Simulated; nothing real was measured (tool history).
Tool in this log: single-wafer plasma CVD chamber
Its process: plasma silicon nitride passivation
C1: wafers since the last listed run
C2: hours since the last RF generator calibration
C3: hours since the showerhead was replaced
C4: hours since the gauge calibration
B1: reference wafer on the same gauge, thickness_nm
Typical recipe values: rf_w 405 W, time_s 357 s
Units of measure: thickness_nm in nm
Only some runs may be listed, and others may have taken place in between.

run 1 hour=0 | rf_w=405 time_s=357 | C1=0 C2=438.9 C3=3864.8 C4=1845.8 | B1=401.027 | thickness_nm=438.109
run 2 hour=75.4 | rf_w=405 time_s=357 | C1=366 C2=514.3 C3=3940.2 C4=1921.2 | B1=401.082 | thickness_nm=438.229
-- hour=109.7 gauge calibrated
run 3 hour=113.3 | rf_w=405 time_s=357 | C1=184 C2=552.2 C3=3978.1 C4=3.6 | B1=401.094 | thickness_nm=438.408
run 4 hour=172.8 | rf_w=405 time_s=357 | C1=289 C2=611.7 C3=4037.6 C4=63.1 | B1=401.2 | thickness_nm=439.217
run 5 hour=257.1 | rf_w=405 time_s=357 | C1=409 C2=696 C3=4121.9 C4=147.4 | B1=400.974 | thickness_nm=437.702
run 6 hour=310 | rf_w=405 time_s=324 | C1=257 C2=748.9 C3=4174.8 C4=200.3 | B1=401.275 | thickness_nm=397.48
run 7 hour=361.3 | rf_w=405 time_s=357 | C1=249 C2=800.2 C3=4226.1 C4=251.6 | B1=401.114 | thickness_nm=437.426
run 8 hour=433 | rf_w=405 time_s=357 | C1=348 C2=871.9 C3=4297.8 C4=323.3 | B1=401.041 | thickness_nm=436.075
run 9 hour=499.2 | rf_w=405 time_s=357 | C1=321 C2=938.1 C3=4364 C4=389.5 | B1=400.928 | thickness_nm=437.394
run 10 hour=585.8 | rf_w=405 time_s=357 | C1=421 C2=1024.7 C3=4450.6 C4=476.1 | B1=401.037 | thickness_nm=435.288
run 11 hour=670.3 | rf_w=405 time_s=357 | C1=410 C2=1109.2 C3=4535.1 C4=560.6 | B1=401.04 | thickness_nm=434.305
run 12 hour=707.9 | rf_w=405 time_s=357 | C1=182 C2=1146.8 C3=4572.7 C4=598.2 | B1=401.243 | thickness_nm=435.279
run 13 hour=794.3 | rf_w=405 time_s=357 | C1=420 C2=1233.2 C3=4659.1 C4=684.6 | B1=400.916 | thickness_nm=435.045
run 14 hour=884.9 | rf_w=380 time_s=336 | C1=440 C2=1323.8 C3=4749.7 C4=775.2 | B1=400.893 | thickness_nm=400.092
run 15 hour=924.5 | rf_w=340 time_s=357 | C1=192 C2=1363.4 C3=4789.3 C4=814.8 | B1=400.933 | thickness_nm=410.419
run 16 hour=964.5 | rf_w=405 time_s=357 | C1=194 C2=1403.4 C3=4829.3 C4=854.8 | B1=401.07 | thickness_nm=435.818
run 17 hour=1024.4 | rf_w=405 time_s=357 | C1=291 C2=1463.3 C3=4889.2 C4=914.7 | B1=401.222 | thickness_nm=433.776
run 18 hour=1085.9 | rf_w=405 time_s=357 | C1=299 C2=1524.8 C3=4950.7 C4=976.2 | B1=401.032 | thickness_nm=434.392
-- hour=1119.5 showerhead replaced
run 19 hour=1181 | rf_w=405 time_s=357 | C1=423 C2=1619.9 C3=61.5 C4=1071.3 | B1=400.914 | thickness_nm=434.285
run 20 hour=1218.9 | rf_w=445 time_s=357 | C1=184 C2=1657.8 C3=99.4 C4=1109.2 | B1=401.109 | thickness_nm=448.228
run 21 hour=1303.7 | rf_w=340 time_s=396 | C1=412 C2=1742.6 C3=184.2 C4=1194 | B1=401.123 | thickness_nm=452.235
run 22 hour=1384.5 | rf_w=405 time_s=357 | C1=392 C2=1823.4 C3=265 C4=1274.8 | B1=401.095 | thickness_nm=432.572

Expected results for the next run?
-- hour=1628.2 RF generator calibrated
run 23 hour=1675.4 | rf_w=405 time_s=357 | C1=1375 C2=47.2 C3=555.9 C4=1565.7 | B1=? | thickness_nm=?

Run 23 came out at B1 401.204, thickness_nm 439.977 nm.
Were there no unlogged condition in the tool, this run, its random variation unchanged, would have produced thickness_nm 440.227 nm.

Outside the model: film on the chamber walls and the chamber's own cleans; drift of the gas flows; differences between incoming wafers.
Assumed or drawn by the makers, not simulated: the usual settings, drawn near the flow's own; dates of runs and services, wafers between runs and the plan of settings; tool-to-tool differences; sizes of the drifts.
